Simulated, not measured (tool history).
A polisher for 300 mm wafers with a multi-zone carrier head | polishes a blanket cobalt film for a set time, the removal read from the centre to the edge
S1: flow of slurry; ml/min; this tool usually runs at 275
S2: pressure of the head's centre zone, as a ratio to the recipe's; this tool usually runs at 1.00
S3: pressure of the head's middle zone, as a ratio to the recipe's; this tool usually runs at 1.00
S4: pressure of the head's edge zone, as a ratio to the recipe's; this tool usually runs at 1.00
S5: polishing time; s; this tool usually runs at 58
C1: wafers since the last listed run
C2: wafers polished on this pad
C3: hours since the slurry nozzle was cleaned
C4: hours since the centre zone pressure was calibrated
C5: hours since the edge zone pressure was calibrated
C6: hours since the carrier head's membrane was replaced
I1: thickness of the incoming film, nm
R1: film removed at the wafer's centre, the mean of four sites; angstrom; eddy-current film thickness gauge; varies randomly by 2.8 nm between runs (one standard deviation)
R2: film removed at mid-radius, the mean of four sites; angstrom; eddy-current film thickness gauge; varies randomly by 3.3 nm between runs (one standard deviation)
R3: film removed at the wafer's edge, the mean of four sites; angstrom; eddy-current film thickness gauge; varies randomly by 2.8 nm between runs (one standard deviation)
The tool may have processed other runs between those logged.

Run 1, hour 0.0: usual settings; C1 0; C2 457; C3 230.5; C4 493.1; C5 693.4; C6 308.4; I1 1223.4. Result: R1 2344 angstrom, R2 2367 angstrom, R3 2301 angstrom.
Run 2, hour 44.5: usual settings; C1 387; C2 845; C3 275.0; C4 537.6; C5 737.9; C6 352.9; I1 1202.7. Result: R1 2354 angstrom, R2 2327 angstrom, R3 2286 angstrom.
At hour 109.6: slurry nozzle cleaned.
Run 3, hour 119.5: usual settings; C1 644; C2 1489; C3 9.9; C4 612.6; C5 812.9; C6 427.9; I1 1214.8. Result: R1 2318 angstrom, R2 2298 angstrom, R3 2210 angstrom.
Run 4, hour 164.6: usual settings; C1 392; C2 1881; C3 55.0; C4 657.7; C5 858.0; C6 473.0; I1 1219.7. Result: R1 2317 angstrom, R2 2389 angstrom, R3 2272 angstrom.
Run 5, hour 196.3: usual settings but S4 0.96; C1 275; C2 2157; C3 86.7; C4 689.4; C5 889.7; C6 504.7; I1 1219.0. Result: R1 2314 angstrom, R2 2337 angstrom, R3 2154 angstrom.
Run 6, hour 230.1: usual settings but S4 0.96; C1 294; C2 2451; C3 120.5; C4 723.2; C5 923.5; C6 538.5; I1 1205.4. Result: R1 2275 angstrom, R2 2290 angstrom, R3 2166 angstrom.
At hour 261.4: centre zone pressure recalibrated.
At hour 269.1: worn pad replaced by a new one.
Run 7, hour 269.6: usual settings but S2 1.11, S4 1.12; C1 291; C2 4; C3 160.0; C4 8.2; C5 963.0; C6 578.0; I1 1218.9. Result: R1 2566 angstrom, R2 2341 angstrom, R3 2392 angstrom.
Run 8, hour 309.1: usual settings but S1 305 ml/min, S3 0.97, S5 38 s; C1 343; C2 348; C3 199.5; C4 47.7; C5 1002.5; C6 617.5; I1 1210.5. Result: R1 1542 angstrom, R2 1465 angstrom, R3 1499 angstrom.
Run 9, hour 340.4: usual settings but S1 325 ml/min, S5 45 s; C1 272; C2 620; C3 230.8; C4 79.0; C5 1033.8; C6 648.8; I1 1187.5. Result: R1 1809 angstrom, R2 1860 angstrom, R3 1748 angstrom.
At hour 393.2: slurry nozzle cleaned.
Run 10, hour 403.9: usual settings but S5 76 s; C1 544; C2 1164; C3 10.7; C4 142.5; C5 1097.3; C6 712.3; I1 1222.5. Result: R1 3100 angstrom, R2 3058 angstrom, R3 2952 angstrom.
Run 11, hour 451.3: usual settings but S3 0.90, S5 67 s; C1 412; C2 1577; C3 58.1; C4 189.9; C5 1144.7; C6 759.7; I1 1215.5. Result: R1 2739 angstrom, R2 2404 angstrom, R3 2553 angstrom.
Run 12, hour 515.1: usual settings; C1 555; C2 2132; C3 121.9; C4 253.7; C5 1208.5; C6 823.5; I1 1196.8. Result: R1 2285 angstrom, R2 2264 angstrom, R3 2164 angstrom.
At hour 535.7: carrier head's membrane replaced by a new one.
Run 13, hour 568.8: usual settings but S1 190 ml/min, S4 1.08; C1 423; C2 2556; C3 175.6; C4 307.4; C5 1262.2; C6 33.1; I1 1201.8. Result: R1 2144 angstrom, R2 2152 angstrom, R3 2198 angstrom.
At hour 623.7: worn pad replaced by a new one.
Run 14, hour 629.8: usual settings but S1 310 ml/min, S2 1.03, S4 0.95; C1 496; C2 53; C3 236.6; C4 368.4; C5 1323.2; C6 94.1; I1 1213.1. Result: R1 2456 angstrom, R2 2342 angstrom, R3 2242 angstrom.
At hour 645.9: edge zone pressure recalibrated.
Run 15, hour 677.3: usual settings but S3 0.91, S5 71 s; C1 396; C2 449; C3 284.1; C4 415.9; C5 31.4; C6 141.6; I1 1183.9. Result: R1 2804 angstrom, R2 2575 angstrom, R3 2746 angstrom.
Run 16, hour 730.5: usual settings but S3 0.95; C1 463; C2 912; C3 337.3; C4 469.1; C5 84.6; C6 194.8; I1 1222.4. Result: R1 2316 angstrom, R2 2247 angstrom, R3 2292 angstrom.
At hour 772.7: slurry nozzle cleaned.
Run 17, hour 786.7: usual settings; C1 480; C2 1392; C3 14.0; C4 525.3; C5 140.8; C6 251.0; I1 1224.0. Result: R1 2311 angstrom, R2 2302 angstrom, R3 2286 angstrom.
Run 18, hour 850.5: usual settings but S1 310 ml/min, S2 1.03, S4 0.95; C1 555; C2 1948; C3 77.8; C4 589.1; C5 204.6; C6 314.8; I1 1207.9. Result: R1 2411 angstrom, R2 2351 angstrom, R3 2228 angstrom.
Run 19, hour 879.4: usual settings but S1 185 ml/min, S3 1.07; C1 251; C2 2199; C3 106.7; C4 618.0; C5 233.5; C6 343.7; I1 1204.9. Result: R1 2193 angstrom, R2 2361 angstrom, R3 2169 angstrom.
Run 20, hour 947.1: usual settings but S1 250 ml/min, S2 0.90, S3 0.89, S4 1.04; C1 589; C2 2788; C3 174.4; C4 685.7; C5 301.2; C6 411.4; I1 1218.1. Result: R1 2003 angstrom, R2 2046 angstrom, R3 2262 angstrom.
At hour 972.9: worn pad replaced by a new one.
Run 21, hour 980.8: usual settings but S4 1.09; C1 258; C2 68; C3 208.1; C4 719.4; C5 334.9; C6 445.1; I1 1194.8. Result: R1 2338 angstrom, R2 2395 angstrom, R3 2379 angstrom.

Exercise: give the hidden state of the tool at every run:
slurry flow missing at the pad, %: 0, the same for each run
deviation of the centre zone's pressure from its setpoint, %: 0, the same for each run
deviation of the edge zone's pressure from its setpoint, %: 0, the same for each run
H1: removal rate lost through wear of the pad, %
run      H1
  1   0.144
  2    0.44
  3    1.34
  4    2.12
  5    2.77
  6    3.57
  7   0.835
  8   0.906
  9    1.06
 10    1.64
 11    2.31
 12    3.53
 13    4.83
 14  0.0141
 15    0.14
 16    0.52
 17    1.19
 18     2.3
 19    2.92
 20    4.66
 21   0.641
